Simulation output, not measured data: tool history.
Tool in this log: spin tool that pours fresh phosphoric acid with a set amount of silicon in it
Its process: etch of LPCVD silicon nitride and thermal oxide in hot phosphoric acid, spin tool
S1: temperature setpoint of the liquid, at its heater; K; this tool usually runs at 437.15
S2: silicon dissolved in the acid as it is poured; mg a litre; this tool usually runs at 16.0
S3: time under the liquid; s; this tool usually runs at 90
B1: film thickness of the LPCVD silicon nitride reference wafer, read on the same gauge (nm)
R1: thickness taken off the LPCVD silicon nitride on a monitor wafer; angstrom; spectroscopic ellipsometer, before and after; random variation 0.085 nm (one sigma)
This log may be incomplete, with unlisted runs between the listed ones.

run 1 hour=0.0 | S1=439.15 S2=16.0 S3=90 | B1=49.99 | R1=99.0
run 2 hour=41.9 | S1=439.15 S2=16.0 S3=90 | B1=50.01 | R1=98.2
run 3 hour=203.6 | S1=439.15 S2=16.0 S3=90 | B1=50.02 | R1=97.6
run 4 hour=299.0 | S1=437.15 S2=16.0 S3=90 | B1=49.99 | R1=89.4
-- hour=398.4 heated supply line repaired
run 5 hour=406.3 | S1=437.15 S2=16.0 S3=90 | B1=50.02 | R1=92.3
run 6 hour=459.5 | S1=437.15 S2=16.0 S3=90 | B1=49.99 | R1=94.4
run 7 hour=500.1 | S1=438.65 S2=16.0 S3=90 | B1=49.99 | R1=99.4
run 8 hour=575.1 | S1=434.65 S2=3.5 S3=90 | B1=50.02 | R1=85.8
-- hour=615.5 dissolved silicon flow meter replaced
run 9 hour=632.5 | S1=439.15 S2=16.0 S3=45 | B1=49.98 | R1=48.7
-- hour=661.7 thermometer replaced
run 10 hour=735.1 | S1=438.65 S2=21.0 S3=55 | B1=49.99 | R1=64.7
run 11 hour=834.2 | S1=437.15 S2=16.0 S3=90 | B1=50.01 | R1=100.7
run 12 hour=927.4 | S1=437.15 S2=16.0 S3=90 | B1=50.00 | R1=99.6
-- hour=952.1 gauge calibrated
run 13 hour=995.0 | S1=439.15 S2=16.0 S3=115 | B1=50.01 | R1=135.6
run 14 hour=1050.1 | S1=437.15 S2=16.0 S3=90 | B1=50.00 | R1=98.1
run 15 hour=1123.6 | S1=437.15 S2=16.0 S3=90 | B1=50.01 | R1=100.2
run 16 hour=1216.4 | S1=437.15 S2=16.0 S3=90 | B1=50.00 | R1=98.0
run 17 hour=1255.0 | S1=439.15 S2=10.0 S3=55 | B1=50.01 | R1=64.1
run 18 hour=1355.0 | S1=437.15 S2=7.5 S3=40 | B1=50.03 | R1=43.7
run 19 hour=1462.7 | S1=436.15 S2=28.0 S3=90 | B1=50.01 | R1=94.8
run 20 hour=1564.0 | S1=439.15 S2=9.0 S3=125 | B1=50.02 | R1=142.3
run 21 hour=1666.2 | S1=435.15 S2=21.0 S3=75 | B1=49.99 | R1=75.4
run 22 hour=1750.2 | S1=434.15 S2=12.5 S3=90 | B1=50.00 | R1=86.1

Selected run-to-run steps in R1, each split into two signed amounts: the part the tool would show with no hidden state at all (from settings, incoming material and random variation), and the remainder, which goes to the hidden state together with any gauge scatter not common to the measured and the hidden-state-free results:
Hidden state at play: liquid colder than its thermometer reads (K); dissolved silicon flow below the setpoint (%); temperature lost on the way to the wafer (K); gauge reads high (%).
Run 4 -> 5: heated supply line repaired. R1 +2.9 angstrom: hidden state +3.4, all else -0.5.
Run 9 -> 10: S1 439.15 -> 438.65, S2 16.0 -> 21.0, S3 45 -> 55, thermometer replaced. R1 +16.0 angstrom: hidden state +3.6, all else +12.4.
Run 18 -> 19: S1 437.15 -> 436.15, S2 7.5 -> 28.0, S3 40 -> 90. R1 +51.1 angstrom: hidden state -2.8, all else +53.9.
Run 20 -> 21: S1 439.15 -> 435.15, S2 9.0 -> 21.0, S3 125 -> 75. R1 -66.9 angstrom: hidden state +3.1, all else -70.0.

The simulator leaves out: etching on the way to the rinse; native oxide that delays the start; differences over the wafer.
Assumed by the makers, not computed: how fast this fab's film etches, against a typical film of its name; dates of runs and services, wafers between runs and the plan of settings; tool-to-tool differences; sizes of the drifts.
